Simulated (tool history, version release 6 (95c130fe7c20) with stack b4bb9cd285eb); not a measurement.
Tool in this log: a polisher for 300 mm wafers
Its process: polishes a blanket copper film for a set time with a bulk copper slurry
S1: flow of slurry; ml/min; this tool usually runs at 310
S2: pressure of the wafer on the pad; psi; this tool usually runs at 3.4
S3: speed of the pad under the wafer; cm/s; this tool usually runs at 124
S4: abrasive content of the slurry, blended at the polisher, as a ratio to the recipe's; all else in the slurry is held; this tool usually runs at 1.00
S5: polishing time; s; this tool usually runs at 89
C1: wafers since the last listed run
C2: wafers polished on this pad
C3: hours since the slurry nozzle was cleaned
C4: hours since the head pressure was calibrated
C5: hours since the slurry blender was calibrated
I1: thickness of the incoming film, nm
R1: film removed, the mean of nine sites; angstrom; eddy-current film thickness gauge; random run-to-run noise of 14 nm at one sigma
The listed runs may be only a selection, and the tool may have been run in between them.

run   hour   S1   S2   S3    S4   S5   C1    C2     C3     C4     C5      I1     R1
  1    0.0  310  3.4  124  0.90   89    0   886  376.5  583.2  248.8  3573.0  12076
  2    8.3  310  3.4  124  0.90   89   95   981  384.8  591.5  257.1  3575.6  12064
      23.7  -- worn pad replaced by a new one
  3   25.2  310  3.4  124  1.00   89  148    17  401.7  608.4  274.0  3537.6  13846
  4   38.7  310  3.4  124  1.00   89  154   172  415.2  621.9  287.5  3546.3  13242
  5   51.0  310  3.4  124  1.00   89  141   313  427.5  634.2  299.8  3537.6  12874
  6   65.3  310  3.4  124  1.00   89  164   477  441.8  648.5  314.1  3517.8  12771
  7   74.4  310  2.8  124  1.00   89  104   582  450.9  657.6  323.2  3520.7  10487
  8   82.3  310  3.4  124  1.00   89   90   672  458.8  665.5  331.1  3567.5  12392
  9   91.5  310  3.4  124  1.00   89  105   778  468.0  674.7  340.3  3577.7  12368
 10  101.4  310  3.4  124  1.00   89  113   891  477.9  684.6  350.2  3576.4  12357
 11  113.2  310  3.4  124  1.00   89  135  1027  489.7  696.4  362.0  3575.4  12212
     126.9  -- worn pad replaced by a new one
 12  127.4  310  3.4  124  1.00   89  117     6  503.9  710.6  376.2  3538.1  13943
 13  142.7  340  3.4  124  1.00   61  175   181  519.2  725.9  391.5  3576.3   9354
 14  151.5  245  4.3  124  1.15   89  100   282  528.0  734.7  400.3  3632.6  16631
 15  167.5  310  3.4  168  0.75   89  183   466  544.0  750.7  416.3  3544.5  16634
     170.0  -- head pressure recalibrated
     170.6  -- slurry nozzle cleaned
 16  177.0  255  4.6  124  1.25  107   79   545    6.4    7.0  425.8  3613.3  21080
 17  194.0  420  4.5  164  1.00   75  195   740   23.4   24.0  442.8  3582.0  18745
 18  208.4  310  3.4  124  1.00   89  165   905   37.8   38.4  457.2  3594.3  12419
     213.3  -- worn pad replaced by a new one
 19  226.2  310  4.5  124  1.00   73  158   147   55.6   56.2  475.0  3642.1  14621
 20  241.1  230  3.4  100  0.75   72  170   318   70.5   71.1  489.9  3596.9   7803
     243.2  -- slurry blender recalibrated
 21  265.7  310  3.4  124  1.00   65  259   578   95.1   95.7   22.5  3562.7   9082
 22  272.8  310  2.4  146  1.00   89   81   659  102.2  102.8   29.6  3619.2  10559
 23  280.5  310  3.4  124  1.20   68   88   748  109.9  110.5   37.3  3497.2   9838
 24  286.6  310  3.4  124  1.20  117   69   818  116.0  116.6   43.4  3581.4  16467
 25  293.3  310  3.4  154  1.20   89   76   894  122.7  123.3   50.1  3558.8  16004
     300.4  -- worn pad replaced by a new one
 26  300.9  310  3.4  124  1.00   89   41     6  130.3  130.9   57.7  3604.8  13693
 27  315.3  340  3.4  162  1.00   89  165   171  144.7  145.3   72.1  3569.0  17576
 28  326.4  235  2.9  124  1.00  106  127   298  155.8  156.4   83.2  3574.1  12902
 29  360.5  310  3.4  124  1.00   89  391   689  189.9  190.5  117.3  3572.5  12576
 30  369.4  310  4.5  124  1.00   89  102   791  198.8  199.4  126.2  3562.0  16495
 31  377.2  215  4.3  124  1.20   89   89   881  206.6  207.2  134.0  3573.9  15591

3 options for the next run, each taken on its own from the tool as it stands now. Forecast them:
  A  377.6  310  3.4  124  1.25  89   4  886  207.0  207.6  134.4  3553.3   ?
  B  377.6  250  2.2  138  1.00  58   4  886  207.0  207.6  134.4  3553.3   ?
  C  377.6  350  3.4   88  1.00  89   4  886  207.0  207.6  134.4  3553.3   ?

run     R1
  A  12762
  B   5674
  C   8793
Without the tool's hidden state the same runs would have given:
run     R1
  A  14376
  B   6392
  C   9906
